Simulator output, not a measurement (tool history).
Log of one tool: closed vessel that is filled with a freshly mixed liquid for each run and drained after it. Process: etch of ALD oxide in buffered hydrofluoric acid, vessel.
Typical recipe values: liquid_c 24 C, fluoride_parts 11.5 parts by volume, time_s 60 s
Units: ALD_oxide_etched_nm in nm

run    hour  liquid_c  fluoride_parts  time_s  read-back film thickness of the ALD oxide reference wafer, read on the same gauge (nm)  ALD_oxide_etched_nm
  1       0        24              10      60                                                                                  100.04               249.14
  2    32.8        24              10      60                                                                                   99.98               249.82
  3   102.1        24            11.5      60                                                                                  100.01               216.55
  4   131.3        24            11.5      60                                                                                   99.99               215.42
  5   291.3        24            11.5      60                                                                                   99.99               216.78
  6   339.1        21            11.5      80                                                                                  100.03               242.88
  7   434.6        21            11.5      80                                                                                     100               243.46
  8   458.9        24            11.5      45                                                                                   99.97               161.99
  9   508.7        24            11.5      45                                                                                     100               160.56
 10   556.9        24            11.5      45                                                                                  100.04               161.52
      560.5  -- hydrofluoric acid flow meter replaced
 11   590.7      22.5            12.5      60                                                                                  100.01               195.74
 12   648.5      22.5            12.5      60                                                                                     100               193.94
 13   703.9      22.5            12.5      60                                                                                  100.02               193.68
      714.2  -- thermometer replaced
 14   746.5        26             7.5      75                                                                                   99.99               472.64
      798.6  -- gauge calibrated
 15   800.2      21.5            11.5      30                                                                                  100.02                99.23
 16   828.1        27             9.5      30                                                                                   99.97               159.34
 17   897.3        24               9      60                                                                                  100.02               276.71
 18     961        24            11.5      60                                                                                  100.01                224.2
 19  1017.6        22            11.5      85                                                                                  100.01               283.87
 20  1088.2        24            11.5      85                                                                                  100.05               316.73
 21  1120.3        24             9.5      60                                                                                     100               268.13
 22  1154.8      22.5            12.5      60                                                                                     100               190.32
 23  1316.3      28.5            13.5      45                                                                                  100.01               181.37
 24  1404.7        24            11.5      60                                                                                  100.02               223.34
 25  1431.2        22            15.5      60                                                                                   99.98                147.8
 26    1484      19.5            11.5      90                                                                                   99.99               260.51
 27  1618.8      28.5            13.5      45                                                                                  100.02               181.91
 28  1649.7      26.5            11.5      60                                                                                  100.04               255.64
 29  1690.5        19            11.5      60                                                                                     100                167.5
 30  1735.4      20.5              13      60                                                                                     100               159.55
 31  1787.9        24            11.5      90                                                                                   99.99               329.23
 32  1824.2      22.5            11.5      70                                                                                  100.03               237.27
 33  1867.8        24            11.5      60                                                                                   99.98               221.24

Measured result minus the same run's result without the hidden state. Both carry the same run-to-run variation, though not necessarily the same gauge scatter:
Hidden state at play: liquid hotter than its thermometer reads (K); hydrofluoric acid flow below the setpoint (%); gauge reads high (%).
run  ALD_oxide_etched_nm
  1               -12.16
  2               -12.41
  3               -11.17
  4               -11.28
  5               -12.24
  6               -14.03
  7               -14.66
  8                -9.85
  9                -9.97
 10               -10.23
 11                -1.08
 12                -1.32
 13                -1.58
 14                -4.76
 15                -1.02
 16                -1.13
 17                -2.25
 18                -3.18
 19                -4.42
 20                -5.43
 21                 -3.1
 22                -3.58
 23                -4.12
 24                -5.54
 25                -3.78
 26                -6.95
 27                -5.46
 28                -7.85
 29                -5.31
 30                -5.26
 31               -11.24
 32                 -8.3
 33                -7.99

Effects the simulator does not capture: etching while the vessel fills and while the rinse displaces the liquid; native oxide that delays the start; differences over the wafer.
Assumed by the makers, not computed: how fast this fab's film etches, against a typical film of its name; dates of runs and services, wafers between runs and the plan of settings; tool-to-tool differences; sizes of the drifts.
